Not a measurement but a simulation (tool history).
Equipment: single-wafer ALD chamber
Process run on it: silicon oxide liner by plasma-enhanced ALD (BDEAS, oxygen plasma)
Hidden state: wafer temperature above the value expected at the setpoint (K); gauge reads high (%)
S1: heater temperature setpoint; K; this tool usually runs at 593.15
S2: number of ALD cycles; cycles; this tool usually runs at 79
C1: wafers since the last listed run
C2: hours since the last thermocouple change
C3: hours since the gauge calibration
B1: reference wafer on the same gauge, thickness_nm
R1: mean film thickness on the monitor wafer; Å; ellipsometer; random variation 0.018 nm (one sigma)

Run 1, hour 0: usual settings; C1 0; C2 973.7; C3 229.8; B1 7.04. Result: R1 69.12 Å.
Run 2, hour 23.6: usual settings; C1 122; C2 997.3; C3 253.4; B1 7.031. Result: R1 69.4 Å.
Run 3, hour 59.1: usual settings but S1 585.15 K, S2 69 cycles; C1 184; C2 1032.8; C3 288.9; B1 7.027. Result: R1 61.18 Å.
Run 4, hour 72: usual settings but S1 585.15 K, S2 69 cycles; C1 67; C2 1045.7; C3 301.8; B1 7.028. Result: R1 61.07 Å.
Run 5, hour 91.7: usual settings but S1 585.15 K, S2 69 cycles; C1 102; C2 1065.4; C3 321.5; B1 7.024. Result: R1 60.94 Å.
Run 6, hour 175.3: usual settings; C1 435; C2 1149; C3 405.1; B1 7.017. Result: R1 68.77 Å.
Run 7, hour 195.4: usual settings but S1 602.15 K; C1 104; C2 1169.1; C3 425.2; B1 7.019. Result: R1 68.15 Å.
Run 8, hour 207.7: usual settings; C1 64; C2 1181.4; C3 437.5; B1 7.017. Result: R1 69.03 Å.
Run 9, hour 231.9: usual settings; C1 125; C2 1205.6; C3 461.7; B1 7.011. Result: R1 68.79 Å.
At hour 248.2: gauge calibrated.
Run 10, hour 256: usual settings; C1 125; C2 1229.7; C3 7.8; B1 7.125. Result: R1 70.13 Å.
Run 11, hour 290.3: usual settings; C1 178; C2 1264; C3 42.1; B1 7.106. Result: R1 70.09 Å.
Run 12, hour 303.5: usual settings; C1 68; C2 1277.2; C3 55.3; B1 7.087. Result: R1 69.61 Å.
Run 13, hour 333.1: usual settings; C1 154; C2 1306.8; C3 84.9; B1 7.071. Result: R1 69.6 Å.
Run 14, hour 353.2: usual settings; C1 104; C2 1326.9; C3 105; B1 7.071. Result: R1 69.44 Å.
Run 15, hour 371.6: usual settings; C1 95; C2 1345.3; C3 123.4; B1 7.052. Result: R1 69.77 Å.
Run 16, hour 393.5: usual settings but S1 607.15 K, S2 67 cycles; C1 114; C2 1367.2; C3 145.3; B1 7.055. Result: R1 57.44 Å.
Run 17, hour 418.5: usual settings; C1 130; C2 1392.2; C3 170.3; B1 7.041. Result: R1 69.18 Å.
Run 18, hour 444: usual settings but S1 582.15 K, S2 88 cycles; C1 132; C2 1417.7; C3 195.8; B1 7.034. Result: R1 78.32 Å.
At hour 471.5: thermocouple changed; heater temperature recalibrated.
Run 19, hour 472: usual settings; C1 104; C2 0.5; C3 223.8; B1 7.03. Result: R1 69.44 Å.
Run 20, hour 486.7: usual settings but S1 582.15 K, S2 90 cycles; C1 76; C2 15.2; C3 238.5; B1 7.033. Result: R1 79.74 Å.
Run 21, hour 498.9: usual settings but S1 604.15 K, S2 85 cycles; C1 63; C2 27.4; C3 250.7; B1 7.025. Result: R1 73.36 Å.
Run 22, hour 525.3: usual settings but S1 582.15 K, S2 88 cycles; C1 137; C2 53.8; C3 277.1; B1 7.019. Result: R1 78.06 Å.
Run 23, hour 550.2: usual settings but S2 88 cycles; C1 129; C2 78.7; C3 302; B1 7.009. Result: R1 76.91 Å.
Run 24, hour 564.9: usual settings but S1 605.15 K; C1 76; C2 93.4; C3 316.7; B1 7.015. Result: R1 67.62 Å.
Run 25, hour 599.8: usual settings; C1 181; C2 128.3; C3 351.6; B1 7.024. Result: R1 69.08 Å.
Run 26, hour 625.7: usual settings; C1 134; C2 154.2; C3 377.5; B1 7.016. Result: R1 68.85 Å.
Run 27, hour 654.6: usual settings but S1 586.15 K, S2 91 cycles; C1 150; C2 183.1; C3 406.4; B1 7.013. Result: R1 80.27 Å.
Run 28, hour 670.9: usual settings but S1 586.15 K, S2 94 cycles; C1 84; C2 199.4; C3 422.7; B1 7.007. Result: R1 83.17 Å.
At hour 674.5: gauge calibrated.
Run 29, hour 701.8: usual settings but S1 600.15 K, S2 70 cycles; C1 160; C2 230.3; C3 27.3; B1 7.117. Result: R1 61.22 Å.
Run 30, hour 730: usual settings but S1 583.15 K; C1 146; C2 258.5; C3 55.5; B1 7.095. Result: R1 70.77 Å.

A few steps of R1 between consecutive runs. Split each: what settings, incoming material and random variation would produce without the hidden state, and what is left over for the hidden state, along with gauge scatter present in only one of the two compared results (measured, and without hidden state):
Run 9 -> 10: gauge calibrated. R1 +1.34 Å: hidden state +1.12, all else +0.22.
Run 10 -> 11: no setting changed, nothing entered. R1 -0.04 Å: hidden state -0.26, all else +0.22.
Run 15 -> 16: S1 593.15 -> 607.15, S2 79 -> 67. R1 -12.33 Å: hidden state +0.07, all else -12.4.
Run 16 -> 17: S1 607.15 -> 593.15, S2 67 -> 79. R1 +11.74 Å: hidden state -0.22, all else +11.96.
Run 28 -> 29: S1 586.15 -> 600.15, S2 94 -> 70, gauge calibrated. R1 -21.95 Å: hidden state +1.36, all else -23.31.
